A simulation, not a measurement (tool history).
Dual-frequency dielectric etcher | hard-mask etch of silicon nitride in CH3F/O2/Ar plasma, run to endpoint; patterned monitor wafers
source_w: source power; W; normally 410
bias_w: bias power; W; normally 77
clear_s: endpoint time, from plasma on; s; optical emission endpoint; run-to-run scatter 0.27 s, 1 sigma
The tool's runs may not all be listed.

run,hour,source_w,bias_w,"incoming incoming film thickness, nm",clear_s
1,0.0,410,77,42.60,56.2
# hour 194.3: wet clean of the chamber
2,212.4,410,77,42.41,55.6
3,301.8,480,66,42.66,55.5
4,339.5,410,77,43.21,56.5
5,417.7,330,77,42.88,64.5
6,506.5,330,77,42.97,64.4
7,569.5,410,77,42.86,56.2
# hour 647.0: wet clean of the chamber
8,647.5,410,77,42.44,55.5
9,717.6,410,77,43.06,56.3
10,825.4,410,86,42.74,52.4
11,902.2,410,86,42.73,52.6
12,969.9,410,77,42.80,55.6
13,1016.3,410,77,42.81,55.5
# hour 1091.6: wet clean of the chamber
# hour 1092.2: bias power generator calibrated
14,1117.8,380,60,42.66,67.6
15,1225.0,350,68,42.91,65.4
16,1277.8,410,91,42.91,50.3
17,1322.5,410,77,41.87,54.0
# hour 1449.0: upper electrode replaced
18,1449.5,470,77,42.73,50.5
# hour 1490.8: wet clean of the chamber
19,1516.9,380,60,42.90,66.9
20,1613.4,410,94,42.95,49.5
# hour 1621.8: source power generator calibrated
21,1702.9,460,91,42.90,48.7
22,1808.4,350,77,43.16,63.0
23,1871.9,370,59,42.56,70.4
# hour 1975.4: wet clean of the chamber
24,2156.3,410,77,42.69,57.1

5 ways to go on from here, each from the tool as it stands after run 24. What would each give?
A,2156.7,410,66,43.20,?
B,2156.7,320,95,43.20,?
C,2156.7,450,59,43.20,?
D,2156.7,480,82,43.20,?
E,2156.7,360,77,43.20,?

run,clear_s
A,62.3
B,59.8
C,62.9
D,50.4
E,62.0
Had the tool no hidden state, the same runs would have come out as:
run,clear_s
A,62.3
B,59.8
C,62.9
D,50.3
E,62.0
